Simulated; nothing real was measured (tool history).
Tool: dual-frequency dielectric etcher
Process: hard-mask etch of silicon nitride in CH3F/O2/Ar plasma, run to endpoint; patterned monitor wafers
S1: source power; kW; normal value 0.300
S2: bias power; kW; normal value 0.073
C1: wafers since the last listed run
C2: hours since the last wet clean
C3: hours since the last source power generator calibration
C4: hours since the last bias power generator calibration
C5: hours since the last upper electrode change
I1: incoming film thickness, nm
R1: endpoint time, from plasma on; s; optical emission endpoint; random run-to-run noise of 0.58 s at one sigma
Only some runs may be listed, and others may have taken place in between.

run	hour	S1	S2	C1	C2	C3	C4	C5	I1	R1
1	0.0	0.300	0.073	0	254.4	2650.3	2303.8	2666.1	49.31	78.1
2	7.3	0.300	0.086	75	261.7	2657.6	2311.1	2673.4	48.89	71.9
3	21.0	0.300	0.086	141	275.4	2671.3	2324.8	2687.1	49.32	72.5
4	31.3	0.320	0.073	106	285.7	2681.6	2335.1	2697.4	49.13	74.3
5	37.6	0.320	0.073	65	292.0	2687.9	2341.4	2703.7	49.33	74.6
6	47.7	0.360	0.073	104	302.1	2698.0	2351.5	2713.8	48.88	71.3
7	54.1	0.260	0.065	66	308.5	2704.4	2357.9	2720.2	49.08	87.0
8	69.0	0.260	0.065	154	323.4	2719.3	2372.8	2735.1	49.20	86.9
9	80.3	0.260	0.065	117	334.7	2730.6	2384.1	2746.4	48.91	86.3
10	92.3	0.300	0.073	124	346.7	2742.6	2396.1	2758.4	48.98	76.7
11	105.6	0.300	0.073	137	360.0	2755.9	2409.4	2771.7	49.21	78.0
12	120.0	0.300	0.073	149	374.4	2770.3	2423.8	2786.1	48.68	75.6
13	137.3	0.300	0.073	179	391.7	2787.6	2441.1	2803.4	49.26	77.5
14	148.8	0.300	0.073	119	403.2	2799.1	2452.6	2814.9	49.38	77.4
15	156.1	0.300	0.073	75	410.5	2806.4	2459.9	2822.2	49.59	77.4
# hour 164.0: bias power generator calibrated
# hour 184.2: wet clean of the chamber
16	184.7	0.300	0.073	45	0.5	2835.0	20.7	2850.8	49.40	78.4
17	185.1	0.300	0.073	4	0.9	2835.4	21.1	2851.2	48.72	76.5
18	194.2	0.300	0.073	94	10.0	2844.5	30.2	2860.3	49.30	77.6
19	209.6	0.380	0.059	159	25.4	2859.9	45.6	2875.7	48.69	74.6
20	223.9	0.360	0.061	148	39.7	2874.2	59.9	2890.0	49.39	77.7
21	237.9	0.300	0.073	144	53.7	2888.2	73.9	2904.0	48.67	76.5
# hour 262.7: upper electrode replaced
# hour 263.3: source power generator calibrated
22	263.8	0.300	0.073	13	79.6	0.5	99.8	1.1	49.22	77.6
23	264.2	0.340	0.066	4	80.0	0.9	100.2	1.5	48.75	75.5
24	264.5	0.300	0.073	3	80.3	1.2	100.5	1.8	48.77	76.8
25	272.3	0.240	0.056	80	88.1	9.0	108.3	9.6	49.05	96.4
26	289.9	0.300	0.073	182	105.7	26.6	125.9	27.2	49.43	78.1
27	301.7	0.220	0.063	122	117.5	38.4	137.7	39.0	48.89	93.8
28	317.2	0.330	0.080	160	133.0	53.9	153.2	54.5	48.93	70.8
29	327.4	0.300	0.073	105	143.2	64.1	163.4	64.7	49.20	78.0
30	337.4	0.270	0.073	103	153.2	74.1	173.4	74.7	49.30	82.3
31	345.5	0.300	0.073	83	161.3	82.2	181.5	82.8	49.15	77.0
32	372.0	0.300	0.073	274	187.8	108.7	208.0	109.3	49.35	78.2
33	385.6	0.370	0.059	140	201.4	122.3	221.6	122.9	49.36	76.2
34	395.7	0.230	0.078	104	211.5	132.4	231.7	133.0	48.55	84.1
35	405.2	0.250	0.073	98	221.0	141.9	241.2	142.5	49.29	84.1

Branching from run 35: 4 alternative next runs. What would each branch give?
A	405.6	0.300	0.056	4	221.4	142.3	241.6	142.9	48.94	?
B	405.6	0.260	0.079	4	221.4	142.3	241.6	142.9	48.94	?
C	405.6	0.360	0.068	4	221.4	142.3	241.6	142.9	48.94	?
D	405.6	0.240	0.057	4	221.4	142.3	241.6	142.9	48.94	?

run	R1
A	85.3
B	79.8
C	72.6
D	94.6
With the hidden condition removed and each run's random variation left untouched, the same runs would have given:
run	R1
A	85.3
B	79.8
C	72.6
D	94.6
